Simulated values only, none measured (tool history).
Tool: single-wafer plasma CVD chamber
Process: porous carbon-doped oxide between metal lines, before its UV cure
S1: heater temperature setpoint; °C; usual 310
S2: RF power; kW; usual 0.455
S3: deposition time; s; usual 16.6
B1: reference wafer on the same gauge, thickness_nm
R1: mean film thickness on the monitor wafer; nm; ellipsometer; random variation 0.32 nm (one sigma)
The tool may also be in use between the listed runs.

{"run": 1, "hour": 0.0, "S1": 310, "S2": 0.5, "S3": 16.6, "B1": 79.963, "R1": 88.323}
{"run": 2, "hour": 12.4, "S1": 310, "S2": 0.5, "S3": 16.6, "B1": 79.917, "R1": 89.235}
{"run": 3, "hour": 30.2, "S1": 310, "S2": 0.5, "S3": 16.6, "B1": 79.836, "R1": 88.904}
{"run": 4, "hour": 45.9, "S1": 310, "S2": 0.455, "S3": 16.6, "B1": 79.974, "R1": 83.33}
{"run": 5, "hour": 57.0, "S1": 310, "S2": 0.455, "S3": 16.6, "B1": 79.896, "R1": 82.378}
{"run": 6, "hour": 70.8, "S1": 310, "S2": 0.455, "S3": 16.6, "B1": 79.957, "R1": 82.874}
{"run": 7, "hour": 87.8, "S1": 310, "S2": 0.455, "S3": 16.6, "B1": 79.764, "R1": 82.848}
{"run": 8, "hour": 104.4, "S1": 310, "S2": 0.455, "S3": 18.9, "B1": 79.988, "R1": 94.278}
{"run": 9, "hour": 119.8, "S1": 310, "S2": 0.455, "S3": 16.6, "B1": 79.984, "R1": 83.059}
{"run": 10, "hour": 130.5, "S1": 310, "S2": 0.455, "S3": 16.6, "B1": 79.895, "R1": 82.756}
{"hour": 138.1, "done": "gauge calibrated"}
{"run": 11, "hour": 147.5, "S1": 310, "S2": 0.49, "S3": 13.6, "B1": 79.837, "R1": 72.273}
{"run": 12, "hour": 154.3, "S1": 325, "S2": 0.375, "S3": 19.2, "B1": 79.972, "R1": 75.38}
{"run": 13, "hour": 170.5, "S1": 315, "S2": 0.5, "S3": 18, "B1": 79.831, "R1": 93.472}
{"run": 14, "hour": 179.4, "S1": 303, "S2": 0.37, "S3": 17.5, "B1": 79.911, "R1": 76.12}
{"run": 15, "hour": 188.2, "S1": 310, "S2": 0.39, "S3": 16.6, "B1": 79.963, "R1": 72.934}
{"hour": 197.2, "done": "thermocouple changed; heater temperature recalibrated"}
{"run": 16, "hour": 206.2, "S1": 322, "S2": 0.455, "S3": 18.7, "B1": 79.823, "R1": 87.517}
{"hour": 240.0, "done": "showerhead replaced"}
{"hour": 241.0, "done": "RF generator calibrated"}
{"run": 17, "hour": 255.2, "S1": 310, "S2": 0.455, "S3": 16.6, "B1": 79.971, "R1": 82.863}
{"run": 18, "hour": 272.0, "S1": 310, "S2": 0.5, "S3": 16.6, "B1": 79.948, "R1": 88.92}
{"run": 19, "hour": 282.2, "S1": 310, "S2": 0.455, "S3": 16.6, "B1": 79.912, "R1": 82.788}
{"run": 20, "hour": 291.7, "S1": 310, "S2": 0.455, "S3": 16.6, "B1": 79.883, "R1": 83.19}

The next listed run, before its measurement:
{"run": 21, "hour": 307.8, "S1": 310, "S2": 0.49, "S3": 16.6, "B1": "?", "R1": "?"}

B1: 79.761
R1: 87.787 nm
Without the tool's hidden state the same run would have given R1 87.787 nm.
